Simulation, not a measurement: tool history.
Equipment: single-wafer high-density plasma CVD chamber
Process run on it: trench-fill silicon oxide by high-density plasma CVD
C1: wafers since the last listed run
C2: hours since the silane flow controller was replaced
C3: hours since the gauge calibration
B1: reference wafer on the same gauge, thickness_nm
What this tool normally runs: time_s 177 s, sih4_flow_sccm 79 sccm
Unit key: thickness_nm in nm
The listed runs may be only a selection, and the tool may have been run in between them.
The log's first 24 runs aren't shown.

Run 25, hour 2058.3: usual settings; C1 1030; C2 2835.7; C3 341.1; B1 1179.127. Result: thickness_nm 1339.389 nm.
Run 26, hour 2130.8: usual settings; C1 727; C2 2908.2; C3 413.6; B1 1177.541. Result: thickness_nm 1330.596 nm.
Run 27, hour 2182.9: usual settings; C1 522; C2 2960.3; C3 465.7; B1 1180.266. Result: thickness_nm 1328.269 nm.
Run 28, hour 2279.1: usual settings but time_s 195 s, sih4_flow_sccm 91 sccm; C1 964; C2 3056.5; C3 561.9; B1 1179.297. Result: thickness_nm 1686.416 nm.
At hour 2290.1: silane flow controller replaced.
Run 29, hour 2351.4: usual settings but time_s 209 s, sih4_flow_sccm 87 sccm; C1 644; C2 61.3; C3 634.2; B1 1179.957. Result: thickness_nm 1796.283 nm.
Run 30, hour 2400.8: usual settings but time_s 199 s; C1 495; C2 110.7; C3 683.6; B1 1180.543. Result: thickness_nm 1549.529 nm.
Run 31, hour 2440.0: usual settings but time_s 197 s, sih4_flow_sccm 88 sccm; C1 393; C2 149.9; C3 722.8; B1 1178.782. Result: thickness_nm 1705.289 nm.
Run 32, hour 2511.1: usual settings; C1 713; C2 221.0; C3 793.9; B1 1181.550. Result: thickness_nm 1367.272 nm.

The next listed run, before its measurement:
Run 33, hour 2587.9: usual settings but time_s 209 s, sih4_flow_sccm 87 sccm; C1 770; C2 297.8; C3 870.7; B1 ?. Result: thickness_nm ?.

Logged for run 33: B1 1179.719, thickness_nm 1792.482 nm.
With no hidden state in the tool, this same run would have given thickness_nm 1804.648 nm.

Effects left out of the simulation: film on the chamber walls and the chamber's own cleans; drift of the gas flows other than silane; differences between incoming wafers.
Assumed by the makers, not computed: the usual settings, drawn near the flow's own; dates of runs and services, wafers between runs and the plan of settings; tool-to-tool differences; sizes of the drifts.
